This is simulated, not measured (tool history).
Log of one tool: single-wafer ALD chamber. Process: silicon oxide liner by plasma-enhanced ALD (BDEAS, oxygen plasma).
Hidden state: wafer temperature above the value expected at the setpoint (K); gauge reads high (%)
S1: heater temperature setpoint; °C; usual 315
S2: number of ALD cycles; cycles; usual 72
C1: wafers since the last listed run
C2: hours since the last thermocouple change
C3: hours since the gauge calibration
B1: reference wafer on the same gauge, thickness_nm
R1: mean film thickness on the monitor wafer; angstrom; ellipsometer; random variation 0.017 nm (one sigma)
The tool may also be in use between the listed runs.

{"run": 1, "day": 0.0, "S1": 315, "S2": 72, "C1": 0, "C2": 1707.6, "C3": 164.3, "B1": 7.592, "R1": 70.33}
{"run": 2, "day": 0.392, "S1": 315, "S2": 72, "C1": 66, "C2": 1717, "C3": 173.7, "B1": 7.583, "R1": 70.28}
{"run": 3, "day": 0.85, "S1": 315, "S2": 72, "C1": 78, "C2": 1728, "C3": 184.7, "B1": 7.583, "R1": 69.68}
{"run": 4, "day": 1.217, "S1": 315, "S2": 72, "C1": 62, "C2": 1736.8, "C3": 193.5, "B1": 7.583, "R1": 69.65}
{"run": 5, "day": 1.817, "S1": 315, "S2": 72, "C1": 102, "C2": 1751.2, "C3": 207.9, "B1": 7.59, "R1": 69.7}
{"run": 6, "day": 3.238, "S1": 315, "S2": 72, "C1": 242, "C2": 1785.3, "C3": 242, "B1": 7.596, "R1": 69.77}
{"run": 7, "day": 3.921, "S1": 315, "S2": 72, "C1": 116, "C2": 1801.7, "C3": 258.4, "B1": 7.605, "R1": 70.02}
{"run": 8, "day": 4.25, "S1": 315, "S2": 72, "C1": 56, "C2": 1809.6, "C3": 266.3, "B1": 7.596, "R1": 70.29}
{"run": 9, "day": 4.933, "S1": 315, "S2": 72, "C1": 116, "C2": 1826, "C3": 282.7, "B1": 7.61, "R1": 70.23}
{"run": 10, "day": 5.429, "S1": 315, "S2": 72, "C1": 84, "C2": 1837.9, "C3": 294.6, "B1": 7.607, "R1": 70.22}
{"run": 11, "day": 6.062, "S1": 315, "S2": 72, "C1": 108, "C2": 1853.1, "C3": 309.8, "B1": 7.604, "R1": 70.14}
{"run": 12, "day": 6.429, "S1": 326, "S2": 72, "C1": 62, "C2": 1861.9, "C3": 318.6, "B1": 7.614, "R1": 69.03}
{"run": 13, "day": 6.729, "S1": 326, "S2": 72, "C1": 51, "C2": 1869.1, "C3": 325.8, "B1": 7.609, "R1": 68.65}
{"run": 14, "day": 8.579, "S1": 326, "S2": 72, "C1": 315, "C2": 1913.5, "C3": 370.2, "B1": 7.618, "R1": 69.05}
{"run": 15, "day": 8.946, "S1": 315, "S2": 72, "C1": 62, "C2": 1922.3, "C3": 379, "B1": 7.613, "R1": 70.29}
{"run": 16, "day": 9.321, "S1": 315, "S2": 72, "C1": 63, "C2": 1931.3, "C3": 388, "B1": 7.612, "R1": 70.08}
{"run": 17, "day": 9.646, "S1": 315, "S2": 77, "C1": 55, "C2": 1939.1, "C3": 395.8, "B1": 7.614, "R1": 74.94}
{"run": 18, "day": 10.238, "S1": 308, "S2": 79, "C1": 100, "C2": 1953.3, "C3": 410, "B1": 7.619, "R1": 77.93}
{"run": 19, "day": 10.542, "S1": 315, "S2": 72, "C1": 51, "C2": 1960.6, "C3": 417.3, "B1": 7.61, "R1": 70.5}
{"run": 20, "day": 11.012, "S1": 315, "S2": 72, "C1": 80, "C2": 1971.9, "C3": 428.6, "B1": 7.617, "R1": 70.1}
{"run": 21, "day": 11.479, "S1": 315, "S2": 72, "C1": 79, "C2": 1983.1, "C3": 439.8, "B1": 7.622, "R1": 70.35}
{"run": 22, "day": 11.829, "S1": 319, "S2": 72, "C1": 59, "C2": 1991.5, "C3": 448.2, "B1": 7.621, "R1": 69.7}
{"run": 23, "day": 12.433, "S1": 319, "S2": 72, "C1": 103, "C2": 2006, "C3": 462.7, "B1": 7.62, "R1": 69.94}
{"run": 24, "day": 13.021, "S1": 315, "S2": 72, "C1": 100, "C2": 2020.1, "C3": 476.8, "B1": 7.623, "R1": 70.41}
{"run": 25, "day": 13.333, "S1": 304, "S2": 83, "C1": 53, "C2": 2027.6, "C3": 484.3, "B1": 7.628, "R1": 82.16}
{"run": 26, "day": 13.746, "S1": 325, "S2": 72, "C1": 70, "C2": 2037.5, "C3": 494.2, "B1": 7.622, "R1": 69.33}
{"day": 15.417, "done": "thermocouple changed; heater temperature recalibrated"}
{"run": 27, "day": 15.617, "S1": 315, "S2": 72, "C1": 262, "C2": 4.8, "C3": 539.1, "B1": 7.63, "R1": 69.88}
{"run": 28, "day": 16.3, "S1": 315, "S2": 68, "C1": 116, "C2": 21.2, "C3": 555.5, "B1": 7.622, "R1": 66.21}
{"run": 29, "day": 16.988, "S1": 302, "S2": 86, "C1": 117, "C2": 37.7, "C3": 572, "B1": 7.633, "R1": 85.27}
{"run": 30, "day": 17.729, "S1": 324, "S2": 77, "C1": 126, "C2": 55.5, "C3": 589.8, "B1": 7.631, "R1": 74.2}
{"run": 31, "day": 19.712, "S1": 310, "S2": 59, "C1": 338, "C2": 103.1, "C3": 637.4, "B1": 7.627, "R1": 58.1}
{"run": 32, "day": 19.979, "S1": 321, "S2": 72, "C1": 45, "C2": 109.5, "C3": 643.8, "B1": 7.628, "R1": 69.71}
{"run": 33, "day": 20.388, "S1": 315, "S2": 72, "C1": 69, "C2": 119.3, "C3": 653.6, "B1": 7.617, "R1": 70.36}
{"run": 34, "day": 20.883, "S1": 308, "S2": 72, "C1": 84, "C2": 131.2, "C3": 665.5, "B1": 7.631, "R1": 71.05}
{"run": 35, "day": 21.171, "S1": 315, "S2": 67, "C1": 49, "C2": 138.1, "C3": 672.4, "B1": 7.629, "R1": 65.38}
{"day": 21.317, "done": "gauge calibrated"}
{"run": 36, "day": 21.579, "S1": 315, "S2": 63, "C1": 69, "C2": 147.9, "C3": 6.3, "B1": 7.535, "R1": 60.5}
{"run": 37, "day": 22.212, "S1": 329, "S2": 85, "C1": 108, "C2": 163.1, "C3": 21.5, "B1": 7.551, "R1": 80.33}
{"run": 38, "day": 22.8, "S1": 303, "S2": 78, "C1": 100, "C2": 177.2, "C3": 35.6, "B1": 7.542, "R1": 76.48}
{"run": 39, "day": 23.225, "S1": 315, "S2": 72, "C1": 72, "C2": 187.4, "C3": 45.8, "B1": 7.551, "R1": 69.62}
{"run": 40, "day": 23.721, "S1": 319, "S2": 80, "C1": 84, "C2": 199.3, "C3": 57.7, "B1": 7.559, "R1": 76.82}
{"run": 41, "day": 24.388, "S1": 329, "S2": 67, "C1": 113, "C2": 215.3, "C3": 73.7, "B1": 7.564, "R1": 63.71}
{"run": 42, "day": 24.9, "S1": 307, "S2": 61, "C1": 87, "C2": 227.6, "C3": 86, "B1": 7.56, "R1": 59.83}
{"run": 43, "day": 25.238, "S1": 326, "S2": 85, "C1": 57, "C2": 235.7, "C3": 94.1, "B1": 7.565, "R1": 80.87}
{"run": 44, "day": 25.529, "S1": 315, "S2": 72, "C1": 49, "C2": 242.7, "C3": 101.1, "B1": 7.574, "R1": 69.56}
{"run": 45, "day": 26.279, "S1": 328, "S2": 68, "C1": 127, "C2": 260.7, "C3": 119.1, "B1": 7.575, "R1": 64.94}
{"run": 46, "day": 27.021, "S1": 304, "S2": 64, "C1": 126, "C2": 278.5, "C3": 136.9, "B1": 7.576, "R1": 62.87}
{"run": 47, "day": 27.279, "S1": 303, "S2": 58, "C1": 44, "C2": 284.7, "C3": 143.1, "B1": 7.582, "R1": 57.37}
{"run": 48, "day": 27.542, "S1": 315, "S2": 72, "C1": 44, "C2": 291, "C3": 149.4, "B1": 7.577, "R1": 69.82}

Some steps in R1 between neighbouring runs. How much of each would the tool show without its hidden state too (settings, what came in, random variation), and how much is left for the hidden state, with any gauge scatter that isn't in both results?
Run 28 -> 29: S1 315 -> 302, S2 68 -> 86. R1 +19.06 angstrom: hidden state +0.24, all else +18.82.
Run 30 -> 31: S1 324 -> 310, S2 77 -> 59. R1 -16.1 angstrom: hidden state -0.19, all else -15.91.
Run 35 -> 36: S2 67 -> 63, gauge calibrated. R1 -4.88 angstrom: hidden state -0.82, all else -4.06.
Run 36 -> 37: S1 315 -> 329, S2 63 -> 85. R1 +19.83 angstrom: hidden state +0.07, all else +19.76.
Run 42 -> 43: S1 307 -> 326, S2 61 -> 85. R1 +21.04 angstrom: hidden state +0.13, all else +20.91.
